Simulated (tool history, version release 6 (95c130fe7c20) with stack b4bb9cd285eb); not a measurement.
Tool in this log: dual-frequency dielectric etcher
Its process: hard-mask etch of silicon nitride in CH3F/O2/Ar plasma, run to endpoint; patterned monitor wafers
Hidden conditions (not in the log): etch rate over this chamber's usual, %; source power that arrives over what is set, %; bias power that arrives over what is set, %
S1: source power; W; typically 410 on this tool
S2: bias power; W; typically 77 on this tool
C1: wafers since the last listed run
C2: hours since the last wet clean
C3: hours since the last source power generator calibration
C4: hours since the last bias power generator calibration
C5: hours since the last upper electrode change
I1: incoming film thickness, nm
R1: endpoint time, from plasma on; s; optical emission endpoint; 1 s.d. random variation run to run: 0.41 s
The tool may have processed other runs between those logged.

run,day,S1,S2,C1,C2,C3,C4,C5,I1,R1
1,0.000,360,88,0,196.0,2352.1,3450.5,3883.6,43.08,57.7
2,0.304,410,77,48,203.3,2359.4,3457.8,3890.9,42.05,56.2
3,0.821,490,77,81,215.7,2371.8,3470.2,3903.3,42.51,51.9
4,1.071,490,77,39,221.7,2377.8,3476.2,3909.3,42.49,50.7
5,1.333,490,77,41,228.0,2384.1,3482.5,3915.6,42.94,51.5
6,3.104,410,77,279,270.5,2426.6,3525.0,3958.1,42.37,56.1
7,3.442,410,77,53,278.6,2434.7,3533.1,3966.2,42.08,55.8
8,4.058,410,77,97,293.4,2449.5,3547.9,3981.0,42.40,55.7
9,4.771,410,77,112,310.5,2466.6,3565.0,3998.1,42.70,56.7
10,5.179,410,77,64,320.3,2476.4,3574.8,4007.9,42.50,55.9
11,5.833,410,77,103,336.0,2492.1,3590.5,4023.6,42.64,56.4
# day 8.683: wet clean of the chamber
12,8.704,410,77,295,0.5,2561.0,3659.4,4092.5,42.64,56.6
13,8.721,410,77,2,0.9,2561.4,3659.8,4092.9,42.61,55.7
14,8.738,410,77,2,1.3,2561.8,3660.2,4093.3,42.42,56.1
# day 9.988: upper electrode replaced
15,10.008,410,77,42,31.8,2592.3,3690.7,0.5,42.32,56.0
16,10.021,510,71,1,32.1,2592.6,3691.0,0.8,42.36,51.6
# day 10.762: source power generator calibrated
17,11.217,450,59,162,60.8,10.9,3719.7,29.5,42.29,59.0
# day 11.608: bias power generator calibrated
18,11.796,410,77,65,74.7,24.8,4.5,43.4,41.95,55.5
19,12.154,370,71,56,83.3,33.4,13.1,52.0,42.37,61.0
20,12.592,410,77,69,93.8,43.9,23.6,62.5,42.58,56.9
21,12.946,350,67,55,102.3,52.4,32.1,71.0,42.27,65.6
22,13.554,410,88,96,116.9,67.0,46.7,85.6,42.49,52.9
23,14.125,410,77,90,130.6,80.7,60.4,99.3,42.65,57.4
24,16.129,310,77,316,178.7,128.8,108.5,147.4,42.34,65.4
25,16.704,440,68,90,192.5,142.6,122.3,161.2,42.76,57.1
26,17.267,410,90,88,206.0,156.1,135.8,174.7,42.20,52.8
27,17.838,480,69,90,219.7,169.8,149.5,188.4,42.63,54.7
28,18.508,440,92,105,235.8,185.9,165.6,204.5,42.50,50.3

Hidden state at the last listed run before each entry between runs and at the first one after, where it differs:
Runs 11 to 12: wet clean of the chamber (day 8.683)
  no hidden state differs between the two runs
Runs 14 to 15: upper electrode replaced (day 9.988)
  no hidden state differs between the two runs
Runs 16 to 17: source power generator calibrated (day 10.762)
  no hidden state differs between the two runs
Runs 17 to 18: bias power generator calibrated (day 11.608)
  no hidden state differs between the two runs
